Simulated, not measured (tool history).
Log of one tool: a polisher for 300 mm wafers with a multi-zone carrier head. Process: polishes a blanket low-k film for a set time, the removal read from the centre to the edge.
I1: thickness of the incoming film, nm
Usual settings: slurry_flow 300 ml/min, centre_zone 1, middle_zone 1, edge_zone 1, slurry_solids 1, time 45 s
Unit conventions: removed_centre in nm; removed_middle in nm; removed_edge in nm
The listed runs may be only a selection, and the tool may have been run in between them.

run 1 day=0 | slurry_flow=375 centre_zone=1 middle_zone=1 edge_zone=1 slurry_solids=1 time=45 | I1=794 | removed_centre=10 removed_middle=9.8 removed_edge=10.1
-- day=0.958 slurry nozzle cleaned
-- day=6.812 worn pad replaced by a new one
run 2 day=7.608 | slurry_flow=300 centre_zone=1 middle_zone=1 edge_zone=1 slurry_solids=1 time=45 | I1=779.6 | removed_centre=10 removed_middle=10 removed_edge=10.2
run 3 day=10.067 | slurry_flow=300 centre_zone=1 middle_zone=1 edge_zone=1 slurry_solids=1 time=45 | I1=806.1 | removed_centre=9.9 removed_middle=9.7 removed_edge=10.1
run 4 day=11.383 | slurry_flow=300 centre_zone=1 middle_zone=1 edge_zone=1 slurry_solids=1 time=45 | I1=783 | removed_centre=9.7 removed_middle=9.6 removed_edge=9.9
run 5 day=13.988 | slurry_flow=300 centre_zone=1.08 middle_zone=1 edge_zone=1 slurry_solids=1 time=45 | I1=785.7 | removed_centre=10.6 removed_middle=9.6 removed_edge=10
run 6 day=16.542 | slurry_flow=300 centre_zone=1 middle_zone=1 edge_zone=1 slurry_solids=1 time=49 | I1=774 | removed_centre=10.5 removed_middle=10.3 removed_edge=10.7
run 7 day=19.392 | slurry_flow=340 centre_zone=1.06 middle_zone=0.9 edge_zone=1.04 slurry_solids=1 time=45 | I1=797.3 | removed_centre=10.2 removed_middle=8.8 removed_edge=10
-- day=21.442 slurry nozzle cleaned
-- day=21.6 worn pad replaced by a new one
run 8 day=21.621 | slurry_flow=300 centre_zone=1 middle_zone=1 edge_zone=1 slurry_solids=1 time=45 | I1=802 | removed_centre=10.1 removed_middle=10 removed_edge=10.1
-- day=22.896 carrier head's membrane replaced by a new one
run 9 day=23.021 | slurry_flow=300 centre_zone=1 middle_zone=1 edge_zone=1.1 slurry_solids=1 time=55 | I1=777.6 | removed_centre=12.4 removed_middle=12.2 removed_edge=13
-- day=23.783 edge zone pressure recalibrated
-- day=25.446 centre zone pressure recalibrated
run 10 day=25.933 | slurry_flow=300 centre_zone=1 middle_zone=1 edge_zone=1 slurry_solids=1 time=45 | I1=779.5 | removed_centre=9.8 removed_middle=9.8 removed_edge=9.9
run 11 day=27.258 | slurry_flow=300 centre_zone=1 middle_zone=1 edge_zone=1 slurry_solids=1 time=45 | I1=783.5 | removed_centre=9.7 removed_middle=9.6 removed_edge=10.1
run 12 day=30.117 | slurry_flow=300 centre_zone=1 middle_zone=1 edge_zone=1 slurry_solids=1 time=45 | I1=793.5 | removed_centre=9.7 removed_middle=9.6 removed_edge=9.9
run 13 day=31.221 | slurry_flow=355 centre_zone=1 middle_zone=1 edge_zone=1 slurry_solids=1 time=45 | I1=773.7 | removed_centre=9.6 removed_middle=9.7 removed_edge=9.9
run 14 day=32.375 | slurry_flow=300 centre_zone=1 middle_zone=1 edge_zone=1 slurry_solids=1 time=53 | I1=790.8 | removed_centre=11.1 removed_middle=11.2 removed_edge=11.4
run 15 day=33.729 | slurry_flow=370 centre_zone=1 middle_zone=1 edge_zone=1 slurry_solids=1 time=45 | I1=792.6 | removed_centre=9.8 removed_middle=9.6 removed_edge=9.9
run 16 day=34.879 | slurry_flow=300 centre_zone=1 middle_zone=1 edge_zone=1 slurry_solids=1 time=49 | I1=793 | removed_centre=10.2 removed_middle=10.2 removed_edge=10.3
run 17 day=37.521 | slurry_flow=300 centre_zone=1 middle_zone=1 edge_zone=1 slurry_solids=1 time=49 | I1=786.5 | removed_centre=10.1 removed_middle=10.1 removed_edge=10.3
-- day=38.654 worn pad replaced by a new one
run 18 day=40.046 | slurry_flow=360 centre_zone=1 middle_zone=1 edge_zone=0.97 slurry_solids=1.15 time=45 | I1=797.7 | removed_centre=10.8 removed_middle=10.8 removed_edge=11

Predict the results of run 19:
-- day=43.896 slurry nozzle cleaned
run 19 day=48.438 | slurry_flow=300 centre_zone=0.89 middle_zone=1 edge_zone=1 slurry_solids=1 time=45 | I1=802.5 | removed_centre=? removed_middle=? removed_edge=?

Run 19 gave removed_centre 8.6 nm, removed_middle 9.5 nm, removed_edge 9.9 nm.
Take away the tool's hidden state, keep the run-to-run variation as it was, and the same run would have given removed_centre 9 nm, removed_middle 9.9 nm, removed_edge 10.4 nm.
